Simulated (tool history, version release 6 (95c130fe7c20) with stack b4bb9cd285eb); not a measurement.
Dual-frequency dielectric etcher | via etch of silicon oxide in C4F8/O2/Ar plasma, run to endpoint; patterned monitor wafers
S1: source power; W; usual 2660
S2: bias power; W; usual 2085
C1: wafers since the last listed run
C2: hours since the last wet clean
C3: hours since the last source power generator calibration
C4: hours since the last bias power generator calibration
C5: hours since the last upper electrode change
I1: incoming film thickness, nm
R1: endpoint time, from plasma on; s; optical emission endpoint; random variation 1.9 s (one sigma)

run     day    S1    S2   C1     C2      C3      C4      C5      I1     R1
  1       0  2330  2085    0  260.5  3997.1  4168.2  3183.8  1494.4  269.2
  2   0.554  2330  2085  106  273.8  4010.4  4181.5  3197.1  1494.5  271.2
  3   0.817  2660  2085   50  280.1  4016.7  4187.8  3203.4  1504.8  262.2
  4   1.196  2660  2085   73  289.2  4025.8  4196.9  3212.5  1486.8  260.8
  5   1.867  2660  2085  129  305.3  4041.9    4213  3228.6  1504.7  266.6
  6   3.871  2940  2085  386  353.4    4090  4261.1  3276.7  1495.5    253
  7   4.292  2940  2085   81  363.5  4100.1  4271.2  3286.8  1504.7  253.4
  8   4.629  2660  2085   65  371.6  4108.2  4279.3  3294.9    1499  262.5
      5.912  -- wet clean of the chamber
      6.417  -- upper electrode replaced, of another model than before
  9   6.438  2660  2085   59   12.6  4151.6  4322.7     0.5  1488.4  263.9
 10   6.454  2660  2085    3     13    4152  4323.1     0.9  1515.6  269.6
 11   6.546  2660  2085   17   15.2  4154.2  4325.3     3.1    1503  270.2
 12   7.075  2660  2085  101   27.9  4166.9    4338    15.8  1484.9  263.8
 13   7.583  3230  2085   97   40.1  4179.1  4350.2      28  1509.3  245.1
 14   8.179  2660  1722  114   54.4  4193.4  4364.5    42.3  1495.9  283.8
 15   9.296  2660  1722  215   81.2  4220.2  4391.3    69.1  1500.6  284.6
 16   9.858  2980  2571  108   94.7  4233.7  4404.8    82.6  1486.1    230
     10.417  -- source power generator calibrated
 17   10.45  2320  2542   81  108.9     0.8    4419    96.8  1524.1  264.7
 18  10.904  2100  1837   87  119.8    11.7  4429.9   107.7  1502.5  309.1
     11.258  -- bias power generator calibrated
 19  11.579  2380  2269   97    136    27.9     7.7   123.9  1487.3  264.6
 20  11.892  2660  2085   60  143.5    35.4    15.2   131.4  1502.5  262.6
 21  12.154  2100  1651   50  149.8    41.7    21.5   137.7  1495.7  319.4
 22  12.667  3230  2085   98  162.1      54    33.8     150  1483.2  238.4
 23  13.379  2840  2519  137  179.2    71.1    50.9   167.1  1488.2  239.6
 24  14.108  2200  2372  140  196.7    88.6    68.4   184.6  1490.8  269.9
 25  14.479  2660  2085   71  205.6    97.5    77.3   193.5  1485.9    257
 26  14.908  2660  2085   82  215.9   107.8    87.6   203.8    1503  264.2
 27  15.208  2660  2358   57  223.1     115    94.8     211  1500.3  253.2
 28  15.538  2910  1612   63    231   122.9   102.7   218.9    1491  275.3
 29  16.283  2660  2085  143  248.9   140.8   120.6   236.8  1502.2  260.1
 30  16.712  2660  2085   82  259.2   151.1   130.9   247.1  1509.9  264.9
 31  17.467  2840  2085  145  277.3   169.2     149   265.2  1501.8  254.1
 32  17.962  3130  2577   95  289.2   181.1   160.9   277.1  1479.5  223.2
 33  18.454  3070  2549   94    301   192.9   172.7   288.9    1491  224.3
 34  19.029  2940  1743  110  314.8   206.7   186.5   302.7  1500.7    263
 35  19.725  2660  2085  134  331.5   223.4   203.2   319.4  1506.7  259.8

The same runs without the tool's hidden state, with the same run-to-run variation:
The hidden state here: etch rate over this chamber's usual, %; source power that arrives over what is set, %; bias power that arrives over what is set, %.
run     R1
  1  274.6
  2    277
  3    268
  4  266.8
  5  273.1
  6  260.4
  7    261
  8  270.6
  9  264.3
 10    270
 11  270.7
 12  264.6
 13  246.1
 14  285.3
 15  286.9
 16  232.2
 17  267.5
 18  312.8
 19  268.1
 20  266.3
 21  324.1
 22  242.2
 23  243.8
 24    275
 25  262.1
 26  269.7
 27  258.7
 28  281.5
 29  266.4
 30  271.6
 31  260.9
 32  229.5
 33  230.8
 34    271
 35  268.2
